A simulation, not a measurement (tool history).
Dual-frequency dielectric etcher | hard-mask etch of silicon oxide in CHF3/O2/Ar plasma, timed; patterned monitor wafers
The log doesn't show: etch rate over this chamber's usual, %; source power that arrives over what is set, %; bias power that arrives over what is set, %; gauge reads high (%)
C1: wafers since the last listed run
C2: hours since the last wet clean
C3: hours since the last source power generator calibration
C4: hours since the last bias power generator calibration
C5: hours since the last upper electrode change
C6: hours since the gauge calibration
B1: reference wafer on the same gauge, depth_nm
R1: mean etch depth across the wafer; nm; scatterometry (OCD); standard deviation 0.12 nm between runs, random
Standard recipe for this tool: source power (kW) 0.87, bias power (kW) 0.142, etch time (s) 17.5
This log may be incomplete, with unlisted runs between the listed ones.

{"run": 1, "day": 0.0, "source power (kW)": 0.96, "bias power (kW)": 0.142, "etch time (s)": 17.5, "C1": 0, "C2": 644.9, "C3": 2997.1, "C4": 943.9, "C5": 2197.5, "C6": 1812.9, "B1": 36.7, "R1": 38.6}
{"day": 2.742, "done": "wet clean of the chamber"}
{"run": 2, "day": 3.683, "source power (kW)": 0.81, "bias power (kW)": 0.142, "etch time (s)": 17.5, "C1": 1629, "C2": 22.6, "C3": 3085.5, "C4": 1032.3, "C5": 2285.9, "C6": 1901.3, "B1": 36.68, "R1": 36.33}
{"day": 5.271, "done": "source power generator calibrated"}
{"run": 3, "day": 6.083, "source power (kW)": 0.81, "bias power (kW)": 0.142, "etch time (s)": 17.5, "C1": 1356, "C2": 80.2, "C3": 19.5, "C4": 1089.9, "C5": 2343.5, "C6": 1958.9, "B1": 36.7, "R1": 36.38}
{"run": 4, "day": 7.912, "source power (kW)": 0.87, "bias power (kW)": 0.142, "etch time (s)": 17.5, "C1": 1110, "C2": 124.1, "C3": 63.4, "C4": 1133.8, "C5": 2387.4, "C6": 2002.8, "B1": 36.7, "R1": 37.17}
{"run": 5, "day": 10.996, "source power (kW)": 0.87, "bias power (kW)": 0.142, "etch time (s)": 17.5, "C1": 1872, "C2": 198.1, "C3": 137.4, "C4": 1207.8, "C5": 2461.4, "C6": 2076.8, "B1": 36.71, "R1": 37.24}
{"day": 12.462, "done": "upper electrode replaced"}
{"run": 6, "day": 13.25, "source power (kW)": 0.87, "bias power (kW)": 0.142, "etch time (s)": 17.5, "C1": 761, "C2": 252.2, "C3": 191.5, "C4": 1261.9, "C5": 18.9, "C6": 2130.9, "B1": 36.71, "R1": 37.29}
{"run": 7, "day": 15.688, "source power (kW)": 0.87, "bias power (kW)": 0.107, "etch time (s)": 13, "C1": 1479, "C2": 310.7, "C3": 250, "C4": 1320.4, "C5": 77.4, "C6": 2189.4, "B1": 36.7, "R1": 24.89}
{"run": 8, "day": 18.529, "source power (kW)": 0.72, "bias power (kW)": 0.157, "etch time (s)": 17.5, "C1": 1725, "C2": 378.9, "C3": 318.2, "C4": 1388.6, "C5": 145.6, "C6": 2257.6, "B1": 36.69, "R1": 36}
{"run": 9, "day": 22.067, "source power (kW)": 0.87, "bias power (kW)": 0.142, "etch time (s)": 17.5, "C1": 2147, "C2": 463.8, "C3": 403.1, "C4": 1473.5, "C5": 230.5, "C6": 2342.5, "B1": 36.71, "R1": 36.99}
{"run": 10, "day": 23.825, "source power (kW)": 0.87, "bias power (kW)": 0.142, "etch time (s)": 15, "C1": 1067, "C2": 506, "C3": 445.3, "C4": 1515.7, "C5": 272.7, "C6": 2384.7, "B1": 36.72, "R1": 31.75}
{"run": 11, "day": 25.854, "source power (kW)": 0.87, "bias power (kW)": 0.124, "etch time (s)": 17.5, "C1": 1232, "C2": 554.7, "C3": 494, "C4": 1564.4, "C5": 321.4, "C6": 2433.4, "B1": 36.7, "R1": 35.32}
{"run": 12, "day": 29.338, "source power (kW)": 0.87, "bias power (kW)": 0.142, "etch time (s)": 17.5, "C1": 2114, "C2": 638.3, "C3": 577.6, "C4": 1648, "C5": 405, "C6": 2517, "B1": 36.74, "R1": 37.03}
{"day": 32.421, "done": "wet clean of the chamber"}
{"run": 13, "day": 32.783, "source power (kW)": 0.78, "bias power (kW)": 0.108, "etch time (s)": 15, "C1": 1485, "C2": 8.7, "C3": 660.3, "C4": 1730.7, "C5": 487.7, "C6": 2599.7, "B1": 36.69, "R1": 27.8}
{"run": 14, "day": 34.675, "source power (kW)": 0.87, "bias power (kW)": 0.142, "etch time (s)": 22, "C1": 1148, "C2": 54.1, "C3": 705.7, "C4": 1776.1, "C5": 533.1, "C6": 2645.1, "B1": 36.72, "R1": 46.36}
{"run": 15, "day": 38.904, "source power (kW)": 0.87, "bias power (kW)": 0.142, "etch time (s)": 17.5, "C1": 2567, "C2": 155.6, "C3": 807.2, "C4": 1877.6, "C5": 634.6, "C6": 2746.6, "B1": 36.68, "R1": 36.95}
{"run": 16, "day": 42.917, "source power (kW)": 0.87, "bias power (kW)": 0.115, "etch time (s)": 17.5, "C1": 2436, "C2": 251.9, "C3": 903.5, "C4": 1973.9, "C5": 730.9, "C6": 2842.9, "B1": 36.7, "R1": 34.36}
{"run": 17, "day": 47.3, "source power (kW)": 1.01, "bias power (kW)": 0.132, "etch time (s)": 17.5, "C1": 2661, "C2": 357.1, "C3": 1008.7, "C4": 2079.1, "C5": 836.1, "C6": 2948.1, "B1": 36.66, "R1": 37.95}
{"run": 18, "day": 50.008, "source power (kW)": 0.87, "bias power (kW)": 0.142, "etch time (s)": 17.5, "C1": 1644, "C2": 422.1, "C3": 1073.7, "C4": 2144.1, "C5": 901.1, "C6": 3013.1, "B1": 36.72, "R1": 36.61}
{"run": 19, "day": 51.912, "source power (kW)": 0.87, "bias power (kW)": 0.142, "etch time (s)": 17.5, "C1": 1156, "C2": 467.8, "C3": 1119.4, "C4": 2189.8, "C5": 946.8, "C6": 3058.8, "B1": 36.68, "R1": 36.6}
{"day": 53.917, "done": "gauge calibrated"}
{"day": 55.429, "done": "bias power generator calibrated"}
{"run": 20, "day": 56.296, "source power (kW)": 0.87, "bias power (kW)": 0.125, "etch time (s)": 19, "C1": 2560, "C2": 573, "C3": 1224.6, "C4": 20.8, "C5": 1052, "C6": 57.1, "B1": 36.7, "R1": 38.59}
{"day": 59.704, "done": "wet clean of the chamber"}
{"run": 21, "day": 59.725, "source power (kW)": 0.87, "bias power (kW)": 0.142, "etch time (s)": 17.5, "C1": 1474, "C2": 0.5, "C3": 1306.9, "C4": 103.1, "C5": 1134.3, "C6": 139.4, "B1": 36.68, "R1": 37.39}
{"run": 22, "day": 61.975, "source power (kW)": 0.7, "bias power (kW)": 0.142, "etch time (s)": 21, "C1": 1366, "C2": 54.5, "C3": 1360.9, "C4": 157.1, "C5": 1188.3, "C6": 193.4, "B1": 36.7, "R1": 41.52}
{"run": 23, "day": 66.146, "source power (kW)": 0.87, "bias power (kW)": 0.169, "etch time (s)": 17.5, "C1": 2532, "C2": 154.6, "C3": 1461, "C4": 257.2, "C5": 1288.4, "C6": 293.5, "B1": 36.69, "R1": 39.78}
{"run": 24, "day": 69.458, "source power (kW)": 0.87, "bias power (kW)": 0.142, "etch time (s)": 17.5, "C1": 2011, "C2": 234.1, "C3": 1540.5, "C4": 336.7, "C5": 1367.9, "C6": 373, "B1": 36.67, "R1": 37.31}
{"run": 25, "day": 71.925, "source power (kW)": 0.8, "bias power (kW)": 0.123, "etch time (s)": 15, "C1": 1497, "C2": 293.3, "C3": 1599.7, "C4": 395.9, "C5": 1427.1, "C6": 432.2, "B1": 36.68, "R1": 29.6}
{"run": 26, "day": 73.85, "source power (kW)": 0.78, "bias power (kW)": 0.178, "etch time (s)": 13, "C1": 1168, "C2": 339.5, "C3": 1645.9, "C4": 442.1, "C5": 1473.3, "C6": 478.4, "B1": 36.69, "R1": 29.09}
{"run": 27, "day": 75.9, "source power (kW)": 0.87, "bias power (kW)": 0.142, "etch time (s)": 17.5, "C1": 1244, "C2": 388.7, "C3": 1695.1, "C4": 491.3, "C5": 1522.5, "C6": 527.6, "B1": 36.69, "R1": 37.3}
{"run": 28, "day": 79.725, "source power (kW)": 0.87, "bias power (kW)": 0.118, "etch time (s)": 17.5, "C1": 2322, "C2": 480.5, "C3": 1786.9, "C4": 583.1, "C5": 1614.3, "C6": 619.4, "B1": 36.7, "R1": 34.92}
{"run": 29, "day": 84.042, "source power (kW)": 0.76, "bias power (kW)": 0.169, "etch time (s)": 19, "C1": 2620, "C2": 584.1, "C3": 1890.5, "C4": 686.7, "C5": 1717.9, "C6": 723, "B1": 36.68, "R1": 41.16}

Consider 4 possible next runs. They are alternatives, not a sequence: every one starts from the tool as it was left by run 29. What does each give?
{"run": "A", "day": 84.058, "source power (kW)": 0.65, "bias power (kW)": 0.142, "etch time (s)": 17.5, "C1": 10, "C2": 584.5, "C3": 1890.9, "C4": 687.1, "C5": 1718.3, "C6": 723.4, "B1": "?", "R1": "?"}
{"run": "B", "day": 84.058, "source power (kW)": 1.06, "bias power (kW)": 0.13, "etch time (s)": 17.5, "C1": 10, "C2": 584.5, "C3": 1890.9, "C4": 687.1, "C5": 1718.3, "C6": 723.4, "B1": "?", "R1": "?"}
{"run": "C", "day": 84.058, "source power (kW)": 1.01, "bias power (kW)": 0.142, "etch time (s)": 20.5, "C1": 10, "C2": 584.5, "C3": 1890.9, "C4": 687.1, "C5": 1718.3, "C6": 723.4, "B1": "?", "R1": "?"}
{"run": "D", "day": 84.058, "source power (kW)": 0.99, "bias power (kW)": 0.12, "etch time (s)": 21.5, "C1": 10, "C2": 584.5, "C3": 1890.9, "C4": 687.1, "C5": 1718.3, "C6": 723.4, "B1": "?", "R1": "?"}

run=A B1=36.7 R1=33.65
run=B B1=36.7 R1=38.81
run=C B1=36.7 R1=46.07
run=D B1=36.7 R1=45.24
What these runs would have given with no unlogged condition in the tool:
run=A R1=33.65
run=B R1=38.81
run=C R1=46.07
run=D R1=45.24
